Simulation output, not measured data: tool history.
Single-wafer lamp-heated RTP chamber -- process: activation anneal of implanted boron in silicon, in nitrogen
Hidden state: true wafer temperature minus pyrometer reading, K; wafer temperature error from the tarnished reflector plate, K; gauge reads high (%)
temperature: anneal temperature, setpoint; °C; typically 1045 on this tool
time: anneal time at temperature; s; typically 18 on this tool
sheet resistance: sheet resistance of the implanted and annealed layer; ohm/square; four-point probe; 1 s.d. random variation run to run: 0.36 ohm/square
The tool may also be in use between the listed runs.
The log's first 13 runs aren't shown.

run    hour  temperature  time  wafers since the last listed run  wafers since the last pyrometer calibration  wafers since the reflector plate was cleaned  hours since the gauge calibration  read-back reference wafer on the same gauge, sheet resistance  sheet resistance
 14   863.6         1055    15                              1893                                         3621                                         12144                              160.3                                                         169.03            168.06
      929.7  -- reflector plate cleaned
 15   954.8         1045    18                              1884                                         5505                                           567                              251.5                                                         168.87            169.74
 16   997.8         1069    25                               973                                         6479                                          1541                              294.5                                                         169.03            164.64
 17  1085.5         1061    24                              1985                                         8465                                          3527                              382.2                                                         169.01            166.09
 18  1139.5         1045    18                              1222                                         9688                                          4750                              436.2                                                         169.02            168.95
 19  1224.5         1024    18                              1924                                        11612                                          6674                              521.2                                                         169.01            173.26
     1313.0  -- pyrometer window cleaned and pyrometer calibrated
 20  1329.8         1045    29                              2203                                          381                                          8878                              626.5                                                         169.03            166.19
 21  1415.2         1045    18                              1933                                         2315                                         10811                              711.9                                                         169.09            169.35
 22  1490.0         1070    18                              1693                                         4009                                         12505                              786.7                                                         168.95            165.60
 23  1582.9         1067    18                              2103                                         6112                                         14609                              879.6                                                         168.99            165.46
 24  1625.0         1052    18                               953                                         7066                                         15562                              921.7                                                         169.02            167.40
     1669.3  -- reflector plate cleaned
 25  1669.8         1045    18                               833                                         7899                                            10                              966.5                                                         169.05            169.34
 26  1709.0         1025    12                               887                                         8787                                           898                             1005.7                                                         168.96            174.52
 27  1771.6         1058     9                              1417                                        10204                                          2315                             1068.3                                                         169.03            171.36
 28  1879.2         1060    12                              2436                                        12641                                          4752                             1175.9                                                         169.01            169.92
 29  1981.8         1045    18                              2323                                        14964                                          7075                             1278.5                                                         169.02            169.60
 30  2019.9         1045    18                               862                                        15827                                          7938                             1316.6                                                         168.99            168.58
     2030.5  -- pyrometer window cleaned and pyrometer calibrated
 31  2087.4         1026    12                              1347                                         1288                                          9285                             1384.1                                                         168.98            174.19
 32  2191.0         1045    18                              2345                                         3634                                         11631                             1487.7                                                         168.99            169.31
 33  2292.1         1063    23                              2289                                         5923                                         13920                             1588.8                                                         169.03            165.08
     2318.7  -- reflector plate cleaned
 34  2337.9         1022    11                               855                                         6779                                           434                             1634.6                                                         168.98            175.86
 35  2395.2         1071    15                              1297                                         8077                                          1731                             1691.9                                                         168.96            166.37

Branching from run 35: 5 alternative next runs. What would each branch give?
  A  2395.6         1045    18                                 9                                         8086                                          1740                             1692.3                                                              ?                 ?
  B  2395.6         1016    22                                 9                                         8086                                          1740                             1692.3                                                              ?                 ?
  C  2395.6         1060    26                                 9                                         8086                                          1740                             1692.3                                                              ?                 ?
  D  2395.6         1068    10                                 9                                         8086                                          1740                             1692.3                                                              ?                 ?
  E  2395.6         1045    25                                 9                                         8086                                          1740                             1692.3                                                              ?                 ?

run  read-back reference wafer on the same gauge, sheet resistance  sheet resistance
  A                                                         169.06            169.78
  B                                                         169.06            174.13
  C                                                         169.06            165.47
  D                                                         169.06            169.44
  E                                                         169.06            167.97
Stripped of hidden state, with their random variation kept, the same runs would have yielded:
run  sheet resistance
  A            169.83
  B            174.20
  C            165.51
  D            169.48
  E            168.02

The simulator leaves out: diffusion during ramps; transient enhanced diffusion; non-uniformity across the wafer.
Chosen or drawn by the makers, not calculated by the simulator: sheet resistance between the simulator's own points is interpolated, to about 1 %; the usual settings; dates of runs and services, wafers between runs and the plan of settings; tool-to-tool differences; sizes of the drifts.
